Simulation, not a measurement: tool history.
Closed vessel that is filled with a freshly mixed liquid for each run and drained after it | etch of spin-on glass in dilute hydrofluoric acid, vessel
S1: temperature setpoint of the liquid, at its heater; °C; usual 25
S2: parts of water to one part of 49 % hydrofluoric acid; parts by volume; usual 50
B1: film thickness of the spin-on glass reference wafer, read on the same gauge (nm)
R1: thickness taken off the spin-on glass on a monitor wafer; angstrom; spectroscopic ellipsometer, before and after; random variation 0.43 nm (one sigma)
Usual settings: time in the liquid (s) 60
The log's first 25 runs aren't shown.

Run 26, hour 700.8: usual settings; B1 109.98. Result: R1 544.3 angstrom.
Run 27, hour 720.8: usual settings; B1 110.03. Result: R1 532.8 angstrom.
Run 28, hour 745.7: usual settings but S1 28.5 °C, S2 65 parts by volume, time in the liquid (s) 80; B1 109.98. Result: R1 627.7 angstrom.
Run 29, hour 773.8: usual settings but S2 65 parts by volume; B1 110.02. Result: R1 408.4 angstrom.
Run 30, hour 798.8: usual settings but S2 60 parts by volume; B1 109.99. Result: R1 443.8 angstrom.
Run 31, hour 828.1: usual settings; B1 109.99. Result: R1 540.3 angstrom.
Run 32, hour 848.7: usual settings but S1 28.5 °C, time in the liquid (s) 85; B1 109.99. Result: R1 870.5 angstrom.
Run 33, hour 881.7: usual settings but time in the liquid (s) 45; B1 109.97. Result: R1 401.8 angstrom.

5 ways to go on from here, each from the tool as it stands after run 33. What would each give?
Run A, hour 882.4: usual settings but time in the liquid (s) 30; B1 ?. Result: R1 ?.
Run B, hour 882.4: usual settings but S1 23.5 °C, S2 70 parts by volume; B1 ?. Result: R1 ?.
Run C, hour 882.4: usual settings but S2 65 parts by volume, time in the liquid (s) 35; B1 ?. Result: R1 ?.
Run D, hour 882.4: usual settings but S1 20.5 °C, S2 55 parts by volume, time in the liquid (s) 90; B1 ?. Result: R1 ?.
Run E, hour 882.4: usual settings but S2 30 parts by volume; B1 ?. Result: R1 ?.

run      B1     R1
  A  110.02  265.4
  B  110.02  347.4
  C  110.02  233.4
  D  110.02  596.8
  E  110.02  909.4
Without the tool's hidden state the same runs would have given:
run     R1
  A  265.4
  B  347.4
  C  233.4
  D  596.8
  E  909.4
